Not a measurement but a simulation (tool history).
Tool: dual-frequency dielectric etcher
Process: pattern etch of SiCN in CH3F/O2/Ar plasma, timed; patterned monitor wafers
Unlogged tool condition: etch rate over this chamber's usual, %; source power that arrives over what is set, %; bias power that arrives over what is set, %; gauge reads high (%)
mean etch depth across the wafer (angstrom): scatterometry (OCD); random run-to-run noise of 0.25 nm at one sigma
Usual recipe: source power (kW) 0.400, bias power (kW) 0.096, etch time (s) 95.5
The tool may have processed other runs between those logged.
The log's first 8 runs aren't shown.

run   hour  source power (kW)  bias power (kW)  etch time (s)  wafers since the last listed run  hours since the last wet clean  hours since the last source power generator calibration  hours since the last bias power generator calibration  hours since the last upper electrode change  hours since the gauge calibration  read-back reference wafer on the same gauge, depth_nm  mean etch depth across the wafer (angstrom)
  9  187.1              0.400            0.096           74.5                               161                           205.6                                                   5403.0                                                 2114.5                                         20.9                              618.2                                                  30.04                                        287.5
 10  207.7              0.350            0.113          120.5                               163                           226.2                                                   5423.6                                                 2135.1                                         41.5                              638.8                                                  30.06                                        473.5
 11  221.1              0.400            0.096           95.5                               106                           239.6                                                   5437.0                                                 2148.5                                         54.9                              652.2                                                  30.11                                        375.0
     234.6  -- source power generator calibrated
 12  243.5              0.400            0.086          102.5                               146                           262.0                                                      8.9                                                 2170.9                                         77.3                              674.6                                                  30.09                                        389.2
 13  268.8              0.340            0.110           87.5                               200                           287.3                                                     34.2                                                 2196.2                                        102.6                              699.9                                                  30.13                                        338.8
 14  289.2              0.430            0.085           87.5                               161                           307.7                                                     54.6                                                 2216.6                                        123.0                              720.3                                                  29.97                                        329.1
 15  301.8              0.330            0.080           95.5                               100                           320.3                                                     67.2                                                 2229.2                                        135.6                              732.9                                                  30.17                                        341.8
     326.8  -- wet clean of the chamber
 16  330.4              0.400            0.096           95.5                                36                             3.6                                                     95.8                                                 2257.8                                        164.2                              761.5                                                  30.03                                        367.3
 17  348.4              0.330            0.080           95.5                               142                            21.6                                                    113.8                                                 2275.8                                        182.2                              779.5                                                  30.14                                        342.2
     378.8  -- gauge calibrated
 18  386.1              0.320            0.084          116.5                               299                            59.3                                                    151.5                                                 2313.5                                        219.9                                7.3                                                  30.03                                        416.8
 19  414.8              0.400            0.118           95.5                               227                            88.0                                                    180.2                                                 2342.2                                        248.6                               36.0                                                  30.07                                        389.9
 20  441.4              0.310            0.096           95.5                               211                           114.6                                                    206.8                                                 2368.8                                        275.2                               62.6                                                  30.05                                        354.5
 21  460.6              0.400            0.096           95.5                               152                           133.8                                                    226.0                                                 2388.0                                        294.4                               81.8                                                  30.12                                        375.3
     476.1  -- bias power generator calibrated
 22  479.8              0.400            0.096           95.5                               120                           153.0                                                    245.2                                                    3.7                                        313.6                              101.0                                                  30.11                                        372.0
 23  496.1              0.470            0.086           95.5                               129                           169.3                                                    261.5                                                   20.0                                        329.9                              117.3                                                  30.15                                        373.2
 24  520.3              0.430            0.115           95.5                               192                           193.5                                                    285.7                                                   44.2                                        354.1                              141.5                                                  30.17                                        393.4
 25  553.1              0.360            0.089           95.5                               260                           226.3                                                    318.5                                                   77.0                                        386.9                              174.3                                                  30.10                                        356.4
 26  573.7              0.360            0.096           80.5                               163                           246.9                                                    339.1                                                   97.6                                        407.5                              194.9                                                  30.07                                        307.4
 27  604.7              0.320            0.090          107.0                               246                           277.9                                                    370.1                                                  128.6                                        438.5                              225.9                                                  30.10                                        389.7
     644.9  -- wet clean of the chamber
 28  645.4              0.310            0.096          115.0                               132                             0.5                                                    410.8                                                  169.3                                        479.2                              266.6                                                  30.16                                        427.3
 29  647.8              0.400            0.096           95.5                                19                             2.9                                                    413.2                                                  171.7                                        481.6                              269.0                                                  30.13                                        371.5
 30  678.5              0.490            0.086          105.5                               243                            33.6                                                    443.9                                                  202.4                                        512.3                              299.7                                                  30.15                                        417.7
 31  691.8              0.400            0.075           95.5                               105                            46.9                                                    457.2                                                  215.7                                        525.6                              313.0                                                  30.04                                        347.1

Here are 3 independent what-if runs from the current tool condition. What would each one return?
  A  692.2              0.400            0.096           95.5                                 3                            47.3                                                    457.6                                                  216.1                                        526.0                              313.4                                                      ?                                            ?
  B  692.2              0.400            0.096           76.5                                 3                            47.3                                                    457.6                                                  216.1                                        526.0                              313.4                                                      ?                                            ?
  C  692.2              0.340            0.096          112.0                                 3                            47.3                                                    457.6                                                  216.1                                        526.0                              313.4                                                      ?                                            ?

run  read-back reference wafer on the same gauge, depth_nm  mean etch depth across the wafer (angstrom)
  A                                                  30.13                                        372.8
  B                                                  30.13                                        298.6
  C                                                  30.13                                        421.8
Take away the tool's hidden state, keep each run's random variation, and the runs would have read:
run  mean etch depth across the wafer (angstrom)
  A                                        372.8
  B                                        298.6
  C                                        421.8
